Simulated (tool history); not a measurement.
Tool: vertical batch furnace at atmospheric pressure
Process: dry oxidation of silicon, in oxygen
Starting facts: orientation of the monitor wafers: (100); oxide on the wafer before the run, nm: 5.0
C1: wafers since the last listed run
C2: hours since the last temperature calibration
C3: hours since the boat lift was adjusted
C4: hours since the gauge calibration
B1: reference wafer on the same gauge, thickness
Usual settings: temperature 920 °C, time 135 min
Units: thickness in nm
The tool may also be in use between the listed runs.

run 1 hour=0 | temperature=913 time=135 | C1=0 C2=2242.6 C3=4762.4 C4=554.4 | B1=42.8 | thickness=34.53
run 2 hour=29.1 | temperature=920 time=135 | C1=249 C2=2271.7 C3=4791.5 C4=583.5 | B1=42.76 | thickness=37.25
run 3 hour=60.7 | temperature=920 time=135 | C1=270 C2=2303.3 C3=4823.1 C4=615.1 | B1=42.78 | thickness=36.97
run 4 hour=78.3 | temperature=920 time=135 | C1=150 C2=2320.9 C3=4840.7 C4=632.7 | B1=42.82 | thickness=36.74
run 5 hour=93.2 | temperature=920 time=119 | C1=127 C2=2335.8 C3=4855.6 C4=647.6 | B1=42.8 | thickness=33.68
run 6 hour=112 | temperature=920 time=135 | C1=160 C2=2354.6 C3=4874.4 C4=666.4 | B1=42.74 | thickness=37
run 7 hour=139.6 | temperature=920 time=168.5 | C1=236 C2=2382.2 C3=4902 C4=694 | B1=42.87 | thickness=43.05
run 8 hour=153.5 | temperature=920 time=168.5 | C1=119 C2=2396.1 C3=4915.9 C4=707.9 | B1=42.78 | thickness=42.76
run 9 hour=171.7 | temperature=920 time=168.5 | C1=155 C2=2414.3 C3=4934.1 C4=726.1 | B1=42.79 | thickness=43.1
run 10 hour=188.2 | temperature=920 time=152 | C1=141 C2=2430.8 C3=4950.6 C4=742.6 | B1=42.73 | thickness=39.92
-- hour=219.9 boat lift adjusted
run 11 hour=222.4 | temperature=920 time=152 | C1=87 C2=2465 C3=2.5 C4=776.8 | B1=42.87 | thickness=39.89
run 12 hour=254.4 | temperature=920 time=152 | C1=274 C2=2497 C3=34.5 C4=808.8 | B1=42.76 | thickness=39.96
-- hour=271.4 gauge calibrated
-- hour=297 thermocouples replaced and temperature profile calibrated
run 13 hour=297.5 | temperature=920 time=135 | C1=163 C2=0.5 C3=77.6 C4=26.1 | B1=42.75 | thickness=36.7
run 14 hour=312.7 | temperature=920 time=135 | C1=130 C2=15.7 C3=92.8 C4=41.3 | B1=42.84 | thickness=37
run 15 hour=338.7 | temperature=920 time=135 | C1=222 C2=41.7 C3=118.8 C4=67.3 | B1=42.78 | thickness=37.14
run 16 hour=370.9 | temperature=920 time=135 | C1=275 C2=73.9 C3=151 C4=99.5 | B1=42.81 | thickness=36.37
run 17 hour=401.6 | temperature=933 time=186.5 | C1=262 C2=104.6 C3=181.7 C4=130.2 | B1=42.81 | thickness=52.81
run 18 hour=436.8 | temperature=931 time=171.5 | C1=301 C2=139.8 C3=216.9 C4=165.4 | B1=42.84 | thickness=48.74
run 19 hour=457.3 | temperature=941 time=152.5 | C1=175 C2=160.3 C3=237.4 C4=185.9 | B1=42.86 | thickness=49.95
run 20 hour=491 | temperature=896 time=195.5 | C1=288 C2=194 C3=271.1 C4=219.6 | B1=42.74 | thickness=37.37
run 21 hour=505.4 | temperature=920 time=135 | C1=123 C2=208.4 C3=285.5 C4=234 | B1=42.76 | thickness=36.78
run 22 hour=522.2 | temperature=920 time=87.5 | C1=143 C2=225.2 C3=302.3 C4=250.8 | B1=42.73 | thickness=27.62

Run 23 is up next; what results do you expect?
run 23 hour=554.3 | temperature=920 time=135 | C1=274 C2=257.3 C3=334.4 C4=282.9 | B1=? | thickness=?

Run 23 produced B1 42.85, thickness 36.99 nm.
Without the tool's hidden state the same run would have given thickness 36.99 nm.
